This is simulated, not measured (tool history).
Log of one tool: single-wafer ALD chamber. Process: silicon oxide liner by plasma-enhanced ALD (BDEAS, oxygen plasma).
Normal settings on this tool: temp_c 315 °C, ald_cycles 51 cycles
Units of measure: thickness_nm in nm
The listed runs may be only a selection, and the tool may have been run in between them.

run    hour  temp_c  ald_cycles  wafers since the last listed run  hours since the last thermocouple change  hours since the gauge calibration  read-back reference wafer on the same gauge, thickness_nm  thickness_nm
  1       0     315          51                                 0                                    2447.5                              113.3                                                      5.606           4.9
  2      22     303          51                               217                                    2469.5                              135.3                                                      5.608         4.977
  3    42.1     303          51                               198                                    2489.6                              155.4                                                       5.61         4.966
  4    54.9     303          51                               126                                    2502.4                              168.2                                                      5.612         4.955
  5    70.9     322          44                               158                                    2518.4                              184.2                                                      5.612         4.197
  6    84.1     315          58                               130                                    2531.6                              197.4                                                      5.616         5.576
  7   106.5     315          58                               221                                      2554                              219.8                                                      5.618         5.573
  8   123.5     315          58                               167                                      2571                              236.8                                                      5.617         5.564
  9   149.2     315          51                               253                                    2596.7                              262.5                                                      5.623         4.926
 10   177.7     315          51                               281                                    2625.2                                291                                                      5.624         4.908
 11     193     315          51                               151                                    2640.5                              306.3                                                      5.629         4.883
 12   235.4     315          43                               418                                    2682.9                              348.7                                                      5.632         4.156
 13   257.3     315          43                               216                                    2704.8                              370.6                                                      5.634         4.144
 14   279.7     315          43                               221                                    2727.2                                393                                                      5.637         4.141
 15   300.3     315          51                               203                                    2747.8                              413.6                                                      5.642         4.939
 16   332.8     315          51                               321                                    2780.3                              446.1                                                      5.643         4.911
 17   364.6     315          51                               314                                    2812.1                              477.9                                                      5.646         4.934
 18   390.1     315          51                               251                                    2837.6                              503.4                                                      5.652         4.918
 19   419.8     315          51                               293                                    2867.3                              533.1                                                      5.655         4.917
 20   450.2     315          51                               300                                    2897.7                              563.5                                                      5.656         4.944
 21   472.8     315          51                               223                                    2920.3                              586.1                                                       5.66         4.952
 22   490.8     315          51                               177                                    2938.3                              604.1                                                      5.664         4.945
 23   525.4     315          51                               341                                    2972.9                              638.7                                                      5.666         4.964
 24     557     315          51                               312                                    3004.5                              670.3                                                      5.671         4.944
 25   570.7     322          61                               135                                    3018.2                                684                                                      5.672         5.863
 26   602.5     328          59                               314                                      3050                              715.8                                                      5.677         5.614
 27   626.5     315          51                               237                                      3074                              739.8                                                      5.681         4.972
      640.1  -- thermocouple changed; heater temperature recalibrated
 28     649     315          59                               143                                       8.9                              762.3                                                      5.683         5.713
 29   671.2     301          51                               219                                      31.1                              784.5                                                      5.682         5.057
 30   704.6     323          61                               329                                      64.5                              817.9                                                      5.691          5.85
      716.8  -- gauge calibrated
 31   734.3     321          45                               293                                      94.2                               17.5                                                      5.583         4.262
 32   761.7     324          54                               270                                     121.6                               44.9                                                      5.588         5.103
 33   787.8     315          42                               257                                     147.7                                 71                                                      5.588         4.012
 34   806.4     301          42                               183                                     166.3                               89.6                                                      5.591         4.094
 35   827.4     326          42                               207                                     187.3                              110.6                                                      5.592         3.958
 36   839.6     325          55                               120                                     199.5                              122.8                                                      5.596         5.196
 37   853.7     304          59                               139                                     213.6                              136.9                                                      5.597         5.719
 38   885.9     328          51                               318                                     245.8                              169.1                                                        5.6         4.811
 39   912.7     315          46                               264                                     272.6                              195.9                                                      5.607         4.405
 40   938.1     315          51                               250                                       298                              221.3                                                      5.608         4.885
 41   964.7     310          59                               262                                     324.6                              247.9                                                      5.609         5.692
 42   978.9     320          51                               140                                     338.8                              262.1                                                      5.608         4.853
 43  1009.4     307          51                               301                                     369.3                              292.6                                                      5.615         4.942
 44  1024.2     311          55                               146                                     384.1                              307.4                                                      5.616         5.324
 45    1109     328          61                               837                                     468.9                              392.2                                                      5.629         5.756

Consider 5 possible next runs. They are alternatives, not a sequence: every one starts from the tool as it was left by run 45. What does each give?
  A  1109.5     325          51                                 4                                     469.4                              392.7                                                          ?             ?
  B  1109.5     305          57                                 4                                     469.4                              392.7                                                          ?             ?
  C  1109.5     302          51                                 4                                     469.4                              392.7                                                          ?             ?
  D  1109.5     323          58                                 4                                     469.4                              392.7                                                          ?             ?
  E  1109.5     303          41                                 4                                     469.4                              392.7                                                          ?             ?

run  read-back reference wafer on the same gauge, thickness_nm  thickness_nm
  A                                                      5.627         4.837
  B                                                      5.627         5.544
  C                                                      5.627         4.979
  D                                                      5.627         5.515
  E                                                      5.627         3.998
The same runs, with their run-to-run variation unchanged, on a tool lacking any hidden condition would have given:
run  thickness_nm
  A         4.796
  B         5.497
  C         4.936
  D         5.468
  E         3.964
